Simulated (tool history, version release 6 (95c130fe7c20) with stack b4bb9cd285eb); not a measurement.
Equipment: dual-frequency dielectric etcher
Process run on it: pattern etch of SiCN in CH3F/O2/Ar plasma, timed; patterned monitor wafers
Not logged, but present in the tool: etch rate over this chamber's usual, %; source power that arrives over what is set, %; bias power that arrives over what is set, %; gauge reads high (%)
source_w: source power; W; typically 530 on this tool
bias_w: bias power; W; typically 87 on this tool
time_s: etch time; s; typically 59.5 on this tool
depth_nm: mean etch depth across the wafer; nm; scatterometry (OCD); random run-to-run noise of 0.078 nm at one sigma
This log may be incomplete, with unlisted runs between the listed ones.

| run | hour | source_w | bias_w | time_s | wafers since the last listed run | hours since the last wet clean | hours since the last source power generator calibration | hours since the last bias power generator calibration | hours since the last upper electrode change | hours since the gauge calibration | read-back reference wafer on the same gauge, depth_nm | depth_nm |
|---|---|---|---|---|---|---|---|---|---|---|---|---|
| 1 | 0.0 | 480 | 87 | 66.5 | 0 | 417.1 | 2427.4 | 4759.6 | 4191.0 | 2088.1 | 25.78 | 29.65 |
| 2 | 67.9 | 480 | 87 | 66.5 | 913 | 485.0 | 2495.3 | 4827.5 | 4258.9 | 2156.0 | 25.79 | 29.61 |
|  | 112.5 | wet clean of the chamber |
| 3 | 113.0 | 450 | 87 | 68.5 | 283 | 0.5 | 2540.4 | 4872.6 | 4304.0 | 2201.1 | 25.78 | 28.91 |
|  | 165.5 | gauge calibrated |
|  | 182.6 | upper electrode replaced |
| 4 | 183.1 | 450 | 87 | 68.5 | 620 | 70.6 | 2610.5 | 4942.7 | 0.5 | 17.6 | 25.81 | 28.88 |
| 5 | 198.2 | 530 | 87 | 59.5 | 203 | 85.7 | 2625.6 | 4957.8 | 15.6 | 32.7 | 25.80 | 26.19 |
|  | 267.8 | bias power generator calibrated |
| 6 | 268.3 | 530 | 87 | 59.5 | 889 | 155.8 | 2695.7 | 0.5 | 85.7 | 102.8 | 25.81 | 26.29 |
| 7 | 291.3 | 530 | 87 | 59.5 | 309 | 178.8 | 2718.7 | 23.5 | 108.7 | 125.8 | 25.81 | 26.25 |
| 8 | 346.5 | 530 | 94 | 59.5 | 742 | 234.0 | 2773.9 | 78.7 | 163.9 | 181.0 | 25.79 | 27.14 |
| 9 | 399.2 | 460 | 96 | 68.5 | 709 | 286.7 | 2826.6 | 131.4 | 216.6 | 233.7 | 25.82 | 30.67 |
| 10 | 455.8 | 530 | 87 | 48.5 | 761 | 343.3 | 2883.2 | 188.0 | 273.2 | 290.3 | 25.82 | 21.50 |
| 11 | 508.6 | 640 | 87 | 73.0 | 710 | 396.1 | 2936.0 | 240.8 | 326.0 | 343.1 | 25.81 | 34.12 |
| 12 | 537.0 | 430 | 107 | 51.5 | 382 | 424.5 | 2964.4 | 269.2 | 354.4 | 371.5 | 25.79 | 23.74 |
|  | 563.4 | wet clean of the chamber, repeated, since the last time left the tool worse |
| 13 | 747.2 | 430 | 97 | 59.5 | 2505 | 183.8 | 3174.6 | 479.4 | 564.6 | 581.7 | 25.82 | 26.90 |
| 14 | 789.9 | 450 | 73 | 59.5 | 574 | 226.5 | 3217.3 | 522.1 | 607.3 | 624.4 | 25.80 | 24.07 |
| 15 | 820.6 | 640 | 87 | 73.0 | 413 | 257.2 | 3248.0 | 552.8 | 638.0 | 655.1 | 25.81 | 35.11 |
| 16 | 860.6 | 530 | 98 | 59.5 | 538 | 297.2 | 3288.0 | 592.8 | 678.0 | 695.1 | 25.80 | 28.67 |
|  | 883.3 | source power generator calibrated |
| 17 | 988.5 | 460 | 87 | 59.5 | 1667 | 425.1 | 105.2 | 720.7 | 805.9 | 823.0 | 25.79 | 26.26 |
| 18 | 1013.8 | 530 | 87 | 76.5 | 340 | 450.4 | 130.5 | 746.0 | 831.2 | 848.3 | 25.81 | 35.14 |
|  | 1067.2 | wet clean of the chamber |
| 19 | 1070.0 | 440 | 87 | 68.5 | 433 | 2.8 | 186.7 | 802.2 | 887.4 | 904.5 | 25.81 | 29.60 |
| 20 | 1116.1 | 530 | 73 | 59.5 | 620 | 48.9 | 232.8 | 848.3 | 933.5 | 950.6 | 25.79 | 24.93 |
| 21 | 1150.4 | 400 | 78 | 45.0 | 461 | 83.2 | 267.1 | 882.6 | 967.8 | 984.9 | 25.80 | 18.18 |
| 22 | 1205.6 | 410 | 87 | 59.5 | 742 | 138.4 | 322.3 | 937.8 | 1023.0 | 1040.1 | 25.80 | 25.34 |
| 23 | 1253.9 | 450 | 108 | 70.5 | 650 | 186.7 | 370.6 | 986.1 | 1071.3 | 1088.4 | 25.81 | 33.70 |
| 24 | 1284.2 | 530 | 87 | 64.0 | 407 | 217.0 | 400.9 | 1016.4 | 1101.6 | 1118.7 | 25.80 | 29.20 |
| 25 | 1318.2 | 530 | 93 | 59.5 | 457 | 251.0 | 434.9 | 1050.4 | 1135.6 | 1152.7 | 25.81 | 27.85 |
| 26 | 1349.5 | 530 | 87 | 59.5 | 421 | 282.3 | 466.2 | 1081.7 | 1166.9 | 1184.0 | 25.78 | 27.26 |
| 27 | 1387.1 | 530 | 87 | 59.5 | 506 | 319.9 | 503.8 | 1119.3 | 1204.5 | 1221.6 | 25.81 | 26.99 |
| 28 | 1422.0 | 530 | 87 | 68.5 | 469 | 354.8 | 538.7 | 1154.2 | 1239.4 | 1256.5 | 25.81 | 31.23 |
| 29 | 1461.2 | 450 | 108 | 70.5 | 527 | 394.0 | 577.9 | 1193.4 | 1278.6 | 1295.7 | 25.80 | 34.10 |
| 30 | 1505.9 | 660 | 77 | 42.5 | 601 | 438.7 | 622.6 | 1238.1 | 1323.3 | 1340.4 | 25.80 | 19.61 |

Here are 4 independent what-if runs from the current tool condition. What would each one return?
| A | 1506.3 | 530 | 95 | 59.5 | 5 | 439.1 | 623.0 | 1238.5 | 1323.7 | 1340.8 | ? | ? |
| B | 1506.3 | 590 | 87 | 54.0 | 5 | 439.1 | 623.0 | 1238.5 | 1323.7 | 1340.8 | ? | ? |
| C | 1506.3 | 530 | 103 | 77.0 | 5 | 439.1 | 623.0 | 1238.5 | 1323.7 | 1340.8 | ? | ? |
| D | 1506.3 | 530 | 99 | 59.5 | 5 | 439.1 | 623.0 | 1238.5 | 1323.7 | 1340.8 | ? | ? |

| run | read-back reference wafer on the same gauge, depth_nm | depth_nm |
|---|---|---|
| A | 25.80 | 28.32 |
| B | 25.80 | 25.48 |
| C | 25.80 | 37.95 |
| D | 25.80 | 28.83 |
With the hidden condition removed and each run's random variation left untouched, the same runs would have given:
| run | depth_nm |
|---|---|
| A | 27.99 |
| B | 25.18 |
| C | 37.50 |
| D | 28.49 |
